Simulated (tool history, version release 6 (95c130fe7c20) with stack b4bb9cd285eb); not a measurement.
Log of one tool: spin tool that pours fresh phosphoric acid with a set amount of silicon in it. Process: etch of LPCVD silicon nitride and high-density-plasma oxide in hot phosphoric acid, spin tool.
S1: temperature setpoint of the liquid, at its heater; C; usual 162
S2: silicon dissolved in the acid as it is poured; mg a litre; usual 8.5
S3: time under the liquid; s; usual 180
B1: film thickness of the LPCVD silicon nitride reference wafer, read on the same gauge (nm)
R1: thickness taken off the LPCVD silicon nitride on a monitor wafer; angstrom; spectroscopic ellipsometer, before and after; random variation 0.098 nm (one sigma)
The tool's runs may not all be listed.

{"run": 1, "day": 0.0, "S1": 162, "S2": 8.5, "S3": 180, "B1": 89.98, "R1": 146.1}
{"run": 2, "day": 1.821, "S1": 162, "S2": 8.5, "S3": 180, "B1": 90.03, "R1": 146.8}
{"run": 3, "day": 4.254, "S1": 162, "S2": 8.5, "S3": 180, "B1": 90.02, "R1": 146.8}
{"run": 4, "day": 8.567, "S1": 162, "S2": 8.5, "S3": 180, "B1": 90.03, "R1": 145}
{"run": 5, "day": 12.217, "S1": 163.5, "S2": 8.5, "S3": 180, "B1": 89.96, "R1": 152.4}
{"run": 6, "day": 15.108, "S1": 163.5, "S2": 8.5, "S3": 180, "B1": 90.01, "R1": 153}
{"day": 16.721, "done": "thermometer replaced"}
{"run": 7, "day": 18.933, "S1": 162, "S2": 8.5, "S3": 225, "B1": 90.01, "R1": 179.7}
{"day": 24.962, "done": "gauge calibrated"}
{"day": 26.467, "done": "dissolved silicon flow meter replaced"}
{"run": 8, "day": 30.075, "S1": 162, "S2": 8.5, "S3": 180, "B1": 90, "R1": 141.2}
{"run": 9, "day": 34.508, "S1": 163.5, "S2": 8.5, "S3": 240, "B1": 90.04, "R1": 197.5}
{"run": 10, "day": 38.671, "S1": 162, "S2": 8.5, "S3": 180, "B1": 90.01, "R1": 140.2}
{"run": 11, "day": 42.2, "S1": 162, "S2": 8.5, "S3": 180, "B1": 90.03, "R1": 140.9}
{"day": 44.617, "done": "thermometer replaced"}
{"run": 12, "day": 46.633, "S1": 163.5, "S2": 2, "S3": 180, "B1": 89.99, "R1": 146.4}
{"run": 13, "day": 50.208, "S1": 162, "S2": 8.5, "S3": 115, "B1": 89.99, "R1": 89.4}
{"run": 14, "day": 51.879, "S1": 162, "S2": 8.5, "S3": 180, "B1": 89.97, "R1": 138.2}
{"day": 52.475, "done": "heated supply line repaired"}
{"run": 15, "day": 53.708, "S1": 164, "S2": 8.5, "S3": 180, "B1": 90.06, "R1": 168.1}
{"run": 16, "day": 55.992, "S1": 162, "S2": 8.5, "S3": 180, "B1": 89.98, "R1": 156.7}
{"day": 56.979, "done": "dissolved silicon flow meter replaced"}
{"run": 17, "day": 58.562, "S1": 161, "S2": 15.5, "S3": 100, "B1": 90.01, "R1": 83.4}
{"run": 18, "day": 61.346, "S1": 162, "S2": 2.5, "S3": 180, "B1": 89.99, "R1": 156}
{"run": 19, "day": 64.162, "S1": 162, "S2": 8.5, "S3": 180, "B1": 89.99, "R1": 154.1}
{"run": 20, "day": 66.1, "S1": 162, "S2": 1.5, "S3": 215, "B1": 89.96, "R1": 185.2}
{"run": 21, "day": 69.129, "S1": 160.5, "S2": 3, "S3": 210, "B1": 90, "R1": 169.7}

4 ways to go on from here, each from the tool as it stands after run 21. What would each give?
{"run": "A", "day": 69.15, "S1": 162, "S2": 8.5, "S3": 180, "B1": "?", "R1": "?"}
{"run": "B", "day": 69.15, "S1": 162, "S2": 12.5, "S3": 70, "B1": "?", "R1": "?"}
{"run": "C", "day": 69.15, "S1": 162, "S2": 5.5, "S3": 180, "B1": "?", "R1": "?"}
{"run": "D", "day": 69.15, "S1": 162, "S2": 8.5, "S3": 235, "B1": "?", "R1": "?"}

run=A B1=90.03 R1=153.3
run=B B1=90.03 R1=59.6
run=C B1=90.03 R1=153.3
run=D B1=90.03 R1=200.1
Without the tool's hidden state the same runs would have given:
run=A R1=158
run=B R1=61.4
run=C R1=158
run=D R1=206.2
